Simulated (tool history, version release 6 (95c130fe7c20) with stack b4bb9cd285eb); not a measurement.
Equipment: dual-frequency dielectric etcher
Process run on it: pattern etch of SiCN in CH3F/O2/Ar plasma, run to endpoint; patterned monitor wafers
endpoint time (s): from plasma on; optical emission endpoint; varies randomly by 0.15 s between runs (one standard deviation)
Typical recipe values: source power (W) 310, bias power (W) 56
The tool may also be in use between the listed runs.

run	hour	source power (W)	bias power (W)	wafers since the last listed run	hours since the last wet clean	hours since the last source power generator calibration	hours since the last bias power generator calibration	hours since the last upper electrode change	incoming incoming film thickness, nm	endpoint time (s)
1	0.0	360	56	0	426.0	807.2	834.5	2312.0	11.01	31.6
# hour 44.4: wet clean of the chamber
2	53.0	360	56	427	8.6	860.2	887.5	2365.0	10.89	32.2
3	120.6	360	56	997	76.2	927.8	955.1	2432.6	10.95	32.5
4	166.7	310	56	679	122.3	973.9	1001.2	2478.7	10.99	34.6
5	268.8	310	56	1505	224.4	1076.0	1103.3	2580.8	11.12	34.7
6	373.4	310	56	1542	329.0	1180.6	1207.9	2685.4	11.00	33.8
7	426.1	310	56	777	381.7	1233.3	1260.6	2738.1	11.04	33.6
# hour 479.5: wet clean of the chamber
8	508.1	310	56	855	28.6	1315.3	1342.6	2820.1	10.95	34.5
9	613.6	310	56	1556	134.1	1420.8	1448.1	2925.6	11.00	34.4
10	715.4	310	56	1501	235.9	1522.6	1549.9	3027.4	10.95	34.1
11	790.5	310	56	1107	311.0	1597.7	1625.0	3102.5	10.92	33.7
12	836.2	310	67	674	356.7	1643.4	1670.7	3148.2	11.04	31.2
13	939.0	350	56	1516	459.5	1746.2	1773.5	3251.0	10.96	31.9
# hour 969.4: wet clean of the chamber
14	1023.7	350	56	895	54.3	1830.9	1858.2	3335.7	11.06	33.2
15	1096.5	310	56	1073	127.1	1903.7	1931.0	3408.5	11.00	34.3
16	1197.5	350	69	1489	228.1	2004.7	2032.0	3509.5	11.05	29.7
# hour 1268.8: upper electrode replaced
17	1269.3	370	66	705	299.9	2076.5	2103.8	0.5	10.87	28.9
18	1354.8	340	49	1261	385.4	2162.0	2189.3	86.0	10.98	34.7
# hour 1420.7: wet clean of the chamber
19	1422.6	310	56	646	1.9	2229.8	2257.1	153.8	10.97	34.7
20	1510.2	310	56	1292	89.5	2317.4	2344.7	241.4	11.10	35.0
21	1555.0	390	49	660	134.3	2362.2	2389.5	286.2	11.05	33.6
22	1647.0	250	52	1356	226.3	2454.2	2481.5	378.2	10.98	38.6
# hour 1655.3: source power generator calibrated
# hour 1714.8: bias power generator calibrated
23	1716.2	390	49	902	295.5	60.9	1.4	447.4	11.03	33.4
24	1773.5	250	69	845	352.8	118.2	58.7	504.7	11.03	33.4
# hour 1879.0: wet clean of the chamber
25	1879.5	310	56	1209	0.5	224.2	164.7	610.7	10.96	34.6
26	1923.4	310	56	647	44.4	268.1	208.6	654.6	10.97	34.1
27	1970.7	280	43	697	91.7	315.4	255.9	701.9	11.00	40.6
28	2045.8	240	64	1107	166.8	390.5	331.0	777.0	11.05	35.3
29	2297.5	390	48	3712	418.5	642.2	582.7	1028.7	11.04	32.9

Each row is a separate what-if for the run after 29, all from the same tool condition, not one after another. Results?
A	2297.9	340	56	5	418.9	642.6	583.1	1029.1	11.09	?
B	2297.9	370	52	5	418.9	642.6	583.1	1029.1	11.09	?
C	2297.9	310	64	5	418.9	642.6	583.1	1029.1	11.09	?
D	2297.9	340	63	5	418.9	642.6	583.1	1029.1	11.09	?

run	endpoint time (s)
A	32.6
B	32.6
C	31.7
D	30.8
What these runs would have given with no unlogged condition in the tool:
run	endpoint time (s)
A	33.8
B	33.9
C	32.9
D	32.0
